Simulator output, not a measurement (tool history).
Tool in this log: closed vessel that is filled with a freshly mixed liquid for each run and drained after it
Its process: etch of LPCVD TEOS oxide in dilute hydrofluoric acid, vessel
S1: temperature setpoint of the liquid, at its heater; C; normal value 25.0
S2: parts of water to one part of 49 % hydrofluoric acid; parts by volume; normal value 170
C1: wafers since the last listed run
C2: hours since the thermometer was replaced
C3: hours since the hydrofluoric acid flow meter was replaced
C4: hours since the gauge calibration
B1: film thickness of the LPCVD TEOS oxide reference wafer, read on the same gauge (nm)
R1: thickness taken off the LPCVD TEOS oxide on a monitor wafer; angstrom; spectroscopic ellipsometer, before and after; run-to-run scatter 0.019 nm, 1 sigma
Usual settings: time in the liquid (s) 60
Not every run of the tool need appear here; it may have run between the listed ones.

{"run": 1, "day": 0.0, "S1": 25.0, "S2": 170, "time in the liquid (s)": 35, "C1": 0, "C2": 214.5, "C3": 2148.3, "C4": 843.2, "B1": 130.03, "R1": 34.1}
{"run": 2, "day": 1.096, "S1": 25.0, "S2": 170, "time in the liquid (s)": 60, "C1": 2204, "C2": 240.8, "C3": 2174.6, "C4": 869.5, "B1": 130.0, "R1": 58.8}
{"run": 3, "day": 2.05, "S1": 25.0, "S2": 170, "time in the liquid (s)": 60, "C1": 1919, "C2": 263.7, "C3": 2197.5, "C4": 892.4, "B1": 130.05, "R1": 58.7}
{"run": 4, "day": 2.875, "S1": 25.0, "S2": 170, "time in the liquid (s)": 60, "C1": 1659, "C2": 283.5, "C3": 2217.3, "C4": 912.2, "B1": 130.02, "R1": 58.8}
{"run": 5, "day": 3.454, "S1": 22.5, "S2": 170, "time in the liquid (s)": 60, "C1": 1165, "C2": 297.4, "C3": 2231.2, "C4": 926.1, "B1": 130.03, "R1": 53.4}
{"run": 6, "day": 4.35, "S1": 22.5, "S2": 170, "time in the liquid (s)": 60, "C1": 1802, "C2": 318.9, "C3": 2252.7, "C4": 947.6, "B1": 130.01, "R1": 53.5}
{"run": 7, "day": 5.788, "S1": 25.0, "S2": 170, "time in the liquid (s)": 60, "C1": 2892, "C2": 353.4, "C3": 2287.2, "C4": 982.1, "B1": 130.03, "R1": 58.9}
{"run": 8, "day": 6.4, "S1": 25.0, "S2": 170, "time in the liquid (s)": 60, "C1": 1232, "C2": 368.1, "C3": 2301.9, "C4": 996.8, "B1": 129.96, "R1": 58.5}
{"run": 9, "day": 6.958, "S1": 25.0, "S2": 125, "time in the liquid (s)": 80, "C1": 1123, "C2": 381.5, "C3": 2315.3, "C4": 1010.2, "B1": 130.01, "R1": 112.3}
{"run": 10, "day": 7.621, "S1": 25.0, "S2": 125, "time in the liquid (s)": 80, "C1": 1332, "C2": 397.4, "C3": 2331.2, "C4": 1026.1, "B1": 130.02, "R1": 112.0}
{"run": 11, "day": 8.675, "S1": 25.0, "S2": 125, "time in the liquid (s)": 80, "C1": 2120, "C2": 422.7, "C3": 2356.5, "C4": 1051.4, "B1": 130.02, "R1": 111.9}
{"run": 12, "day": 10.088, "S1": 25.0, "S2": 170, "time in the liquid (s)": 60, "C1": 2841, "C2": 456.6, "C3": 2390.4, "C4": 1085.3, "B1": 130.02, "R1": 59.0}
{"run": 13, "day": 11.583, "S1": 20.0, "S2": 240, "time in the liquid (s)": 80, "C1": 3009, "C2": 492.5, "C3": 2426.3, "C4": 1121.2, "B1": 129.98, "R1": 42.8}
{"day": 12.279, "done": "thermometer replaced"}
{"run": 14, "day": 12.379, "S1": 29.0, "S2": 130, "time in the liquid (s)": 60, "C1": 1517, "C2": 2.4, "C3": 2445.4, "C4": 1140.3, "B1": 130.01, "R1": 94.0}
{"run": 15, "day": 13.325, "S1": 25.0, "S2": 220, "time in the liquid (s)": 85, "C1": 1902, "C2": 25.1, "C3": 2468.1, "C4": 1163.0, "B1": 130.0, "R1": 61.2}
{"run": 16, "day": 14.138, "S1": 28.5, "S2": 135, "time in the liquid (s)": 80, "C1": 1634, "C2": 44.6, "C3": 2487.6, "C4": 1182.5, "B1": 130.01, "R1": 118.4}
{"run": 17, "day": 14.871, "S1": 25.0, "S2": 170, "time in the liquid (s)": 45, "C1": 1475, "C2": 62.2, "C3": 2505.2, "C4": 1200.1, "B1": 130.05, "R1": 44.3}
{"run": 18, "day": 15.925, "S1": 23.0, "S2": 170, "time in the liquid (s)": 60, "C1": 2120, "C2": 87.5, "C3": 2530.5, "C4": 1225.4, "B1": 129.98, "R1": 54.9}
{"run": 19, "day": 17.383, "S1": 25.0, "S2": 170, "time in the liquid (s)": 60, "C1": 2933, "C2": 122.5, "C3": 2565.5, "C4": 1260.4, "B1": 130.03, "R1": 59.4}
{"run": 20, "day": 18.296, "S1": 28.0, "S2": 205, "time in the liquid (s)": 60, "C1": 1835, "C2": 144.4, "C3": 2587.4, "C4": 1282.3, "B1": 129.98, "R1": 52.6}
{"day": 19.033, "done": "hydrofluoric acid flow meter replaced"}
{"run": 21, "day": 19.646, "S1": 27.0, "S2": 90, "time in the liquid (s)": 40, "C1": 2632, "C2": 176.8, "C3": 14.7, "C4": 1314.7, "B1": 129.98, "R1": 84.6}
{"day": 23.779, "done": "gauge calibrated"}
{"run": 22, "day": 24.054, "S1": 29.5, "S2": 240, "time in the liquid (s)": 60, "C1": 8869, "C2": 282.6, "C3": 120.5, "C4": 6.6, "B1": 130.0, "R1": 43.2}
{"run": 23, "day": 25.108, "S1": 25.0, "S2": 135, "time in the liquid (s)": 60, "C1": 2120, "C2": 307.9, "C3": 145.8, "C4": 31.9, "B1": 130.01, "R1": 73.7}
{"run": 24, "day": 26.012, "S1": 25.0, "S2": 170, "time in the liquid (s)": 60, "C1": 1819, "C2": 329.6, "C3": 167.5, "C4": 53.6, "B1": 130.03, "R1": 56.6}
{"run": 25, "day": 26.562, "S1": 22.5, "S2": 255, "time in the liquid (s)": 70, "C1": 1106, "C2": 342.8, "C3": 180.7, "C4": 66.8, "B1": 129.97, "R1": 36.8}
{"run": 26, "day": 27.221, "S1": 25.0, "S2": 170, "time in the liquid (s)": 60, "C1": 1324, "C2": 358.6, "C3": 196.5, "C4": 82.6, "B1": 129.96, "R1": 56.4}
{"run": 27, "day": 28.1, "S1": 29.0, "S2": 120, "time in the liquid (s)": 60, "C1": 1768, "C2": 379.7, "C3": 217.6, "C4": 103.7, "B1": 130.05, "R1": 98.7}
{"run": 28, "day": 29.562, "S1": 26.5, "S2": 95, "time in the liquid (s)": 45, "C1": 2942, "C2": 414.8, "C3": 252.7, "C4": 138.8, "B1": 129.96, "R1": 88.3}
{"day": 30.258, "done": "thermometer replaced"}
{"run": 29, "day": 30.279, "S1": 27.5, "S2": 100, "time in the liquid (s)": 30, "C1": 1358, "C2": 0.5, "C3": 269.9, "C4": 156.0, "B1": 130.04, "R1": 57.7}
{"run": 30, "day": 31.258, "S1": 22.0, "S2": 170, "time in the liquid (s)": 60, "C1": 1969, "C2": 24.0, "C3": 293.4, "C4": 179.5, "B1": 130.02, "R1": 50.5}
{"run": 31, "day": 31.867, "S1": 25.0, "S2": 170, "time in the liquid (s)": 60, "C1": 1223, "C2": 38.6, "C3": 308.0, "C4": 194.1, "B1": 129.98, "R1": 56.6}
{"run": 32, "day": 33.283, "S1": 27.5, "S2": 130, "time in the liquid (s)": 40, "C1": 2850, "C2": 72.6, "C3": 342.0, "C4": 228.1, "B1": 129.99, "R1": 56.7}
{"run": 33, "day": 33.971, "S1": 25.0, "S2": 170, "time in the liquid (s)": 60, "C1": 1383, "C2": 89.1, "C3": 358.5, "C4": 244.6, "B1": 130.0, "R1": 56.8}
{"run": 34, "day": 34.533, "S1": 23.0, "S2": 130, "time in the liquid (s)": 40, "C1": 1131, "C2": 102.6, "C3": 372.0, "C4": 258.1, "B1": 129.93, "R1": 48.1}

Alternative continuations, all from the tool just after run 34; predict every row:
{"run": "A", "day": 34.562, "S1": 25.0, "S2": 235, "time in the liquid (s)": 60, "C1": 58, "C2": 103.3, "C3": 372.7, "C4": 258.8, "B1": "?", "R1": "?"}
{"run": "B", "day": 34.562, "S1": 21.5, "S2": 125, "time in the liquid (s)": 50, "C1": 58, "C2": 103.3, "C3": 372.7, "C4": 258.8, "B1": "?", "R1": "?"}
{"run": "C", "day": 34.562, "S1": 25.0, "S2": 120, "time in the liquid (s)": 40, "C1": 58, "C2": 103.3, "C3": 372.7, "C4": 258.8, "B1": "?", "R1": "?"}

run=A B1=130.04 R1=38.2
run=B B1=130.04 R1=58.9
run=C B1=130.04 R1=56.7
Take away the tool's hidden state, keep each run's random variation, and the runs would have read:
run=A R1=37.7
run=B R1=58.3
run=C R1=56.1
